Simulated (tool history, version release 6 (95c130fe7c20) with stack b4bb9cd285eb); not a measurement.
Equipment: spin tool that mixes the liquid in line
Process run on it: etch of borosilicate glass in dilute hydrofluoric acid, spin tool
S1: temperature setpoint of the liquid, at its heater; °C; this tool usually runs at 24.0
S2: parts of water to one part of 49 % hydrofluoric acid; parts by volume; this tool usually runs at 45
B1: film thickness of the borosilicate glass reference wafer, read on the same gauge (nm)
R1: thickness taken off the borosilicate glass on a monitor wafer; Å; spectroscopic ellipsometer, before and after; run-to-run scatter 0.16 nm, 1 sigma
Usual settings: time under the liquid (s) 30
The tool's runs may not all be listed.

Run 1, hour 0.0: usual settings; B1 90.04. Result: R1 182.8 Å.
Run 2, hour 17.0: usual settings; B1 89.96. Result: R1 178.0 Å.
Run 3, hour 100.0: usual settings; B1 89.96. Result: R1 177.8 Å.
Run 4, hour 133.4: usual settings; B1 90.00. Result: R1 178.9 Å.
At hour 178.4: gauge calibrated.
Run 5, hour 195.0: usual settings but S2 55 parts by volume; B1 90.04. Result: R1 144.0 Å.
Run 6, hour 229.9: usual settings but S2 55 parts by volume; B1 89.98. Result: R1 143.7 Å.
Run 7, hour 251.4: usual settings; B1 90.01. Result: R1 177.0 Å.
At hour 268.3: thermometer replaced.
Run 8, hour 270.6: usual settings; B1 89.98. Result: R1 175.6 Å.
Run 9, hour 303.4: usual settings; B1 89.94. Result: R1 176.3 Å.
Run 10, hour 335.0: usual settings; B1 90.05. Result: R1 175.2 Å.
Run 11, hour 354.0: usual settings but time under the liquid (s) 15; B1 89.99. Result: R1 88.1 Å.
Run 12, hour 367.5: usual settings; B1 90.01. Result: R1 176.2 Å.
At hour 390.6: hydrofluoric acid flow meter replaced.
Run 13, hour 400.3: usual settings but S1 27.0 °C, S2 65 parts by volume, time under the liquid (s) 40; B1 89.98. Result: R1 196.0 Å.
Run 14, hour 435.9: usual settings but S1 20.0 °C, S2 55 parts by volume, time under the liquid (s) 35; B1 90.01. Result: R1 154.0 Å.
At hour 446.3: gauge calibrated.
Run 15, hour 455.4: usual settings; B1 89.95. Result: R1 194.3 Å.
Run 16, hour 470.0: usual settings; B1 89.98. Result: R1 190.6 Å.
Run 17, hour 488.3: usual settings but S2 30 parts by volume, time under the liquid (s) 15; B1 89.96. Result: R1 149.3 Å.
Run 18, hour 520.6: usual settings but S1 25.5 °C, time under the liquid (s) 45; B1 89.98. Result: R1 304.9 Å.
Run 19, hour 537.1: usual settings but S1 20.5 °C, S2 35 parts by volume, time under the liquid (s) 15; B1 90.01. Result: R1 108.0 Å.
Run 20, hour 552.2: usual settings but time under the liquid (s) 20; B1 90.01. Result: R1 126.6 Å.

What if the next run were any one of these 4? Each begins from the tool's condition after run 20:
Run A, hour 552.6: usual settings; B1 ?. Result: R1 ?.
Run B, hour 552.6: usual settings but S1 19.5 °C; B1 ?. Result: R1 ?.
Run C, hour 552.6: usual settings but S1 27.0 °C, S2 30 parts by volume; B1 ?. Result: R1 ?.
Run D, hour 552.6: usual settings but S1 20.5 °C, time under the liquid (s) 50; B1 ?. Result: R1 ?.

run     B1     R1
  A  90.03  191.2
  B  90.03  158.3
  C  90.03  331.5
  D  90.03  275.3
The same runs, with their run-to-run variation unchanged, on a tool lacking any hidden condition would have given:
run     R1
  A  197.0
  B  163.1
  C  341.4
  D  283.6
